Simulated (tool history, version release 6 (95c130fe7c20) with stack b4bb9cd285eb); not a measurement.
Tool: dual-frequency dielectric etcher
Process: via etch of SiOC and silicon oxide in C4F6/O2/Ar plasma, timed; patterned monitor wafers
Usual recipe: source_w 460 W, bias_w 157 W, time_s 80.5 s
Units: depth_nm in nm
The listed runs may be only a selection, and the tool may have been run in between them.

run     day  source_w  bias_w  time_s  read-back reference wafer on the same gauge, depth_nm  depth_nm
  1   0.000       460     157    99.0                                                   85.0     107.9
  2   2.492       460     157    80.5                                                   85.1      86.9
  3   4.267       460     157    80.5                                                   85.1      88.4
  4   6.167       460     157    80.5                                                   85.2      87.0
      7.142  -- gauge calibrated
  5   7.825       460     157    80.5                                                   85.2      89.2
  6   9.908       510     157    80.5                                                   85.1      91.4
  7  13.208       460     157    80.5                                                   85.0      90.1
     16.712  -- wet clean of the chamber
  8  24.475       460     157    80.5                                                   85.2      88.3
  9  26.129       460     157    96.5                                                   85.2     105.8
 10  28.396       460     157    96.5                                                   85.2     106.7
 11  31.046       460     157    80.5                                                   85.1      89.3
 12  33.746       460     157    80.5                                                   85.2      89.5
     34.233  -- source power generator calibrated
 13  36.354       460     157    80.5                                                   85.0      90.5
     37.767  -- wet clean of the chamber
 14  38.479       460     157    80.5                                                   85.2      85.0
 15  41.429       460     130    90.0                                                   85.1      92.3
 16  47.212       530     196    80.5                                                   85.0      96.5
     48.717  -- bias power generator calibrated
 17  49.888       520     146    64.5                                                   85.1      72.3
 18  53.392       540     157    97.0                                                   85.0     111.8
     56.421  -- upper electrode replaced, of another model than before
 19  56.442       460     157    80.5                                                   85.1      89.5
 20  57.942       550     123   104.5                                                   85.2     116.6
 21  61.212       410     157    98.5                                                   85.2     107.6
     62.512  -- wet clean of the chamber
     69.092  -- gauge calibrated
 22  69.600       390     142    67.0                                                   85.1      69.4
 23  72.371       460     157    80.5                                                   85.2      88.0
 24  73.946       460     157    95.5                                                   85.1     106.0
 25  81.550       460     157    80.5                                                   85.0      91.0
 26  84.821       550     157    80.5                                                   85.1      95.8
 27  87.983       500     157    57.5                                                   85.1      66.4
     89.050  -- wet clean of the chamber
 28  91.817       460     157    92.0                                                   84.9      98.8
 29  93.496       550     145    80.5                                                   85.1      88.5

Each run again, without the hidden state but with its own random variation kept:
Hidden conditions of the tool in this case: etch rate over this chamber's usual, %; source power that arrives over what is set, %; bias power that arrives over what is set, %; gauge reads high (%).
run  depth_nm
  1     106.6
  2      85.4
  3      86.5
  4      84.8
  5      86.7
  6      88.4
  7      86.5
  8      86.1
  9     102.8
 10     103.2
 11      85.9
 12      85.5
 13      86.0
 14      85.5
 15      92.2
 16      95.1
 17      70.8
 18     108.7
 19      86.4
 20     112.2
 21     102.9
 22      67.7
 23      85.4
 24     102.4
 25      86.5
 26      90.4
 27      62.3
 28      98.3
 29      87.7
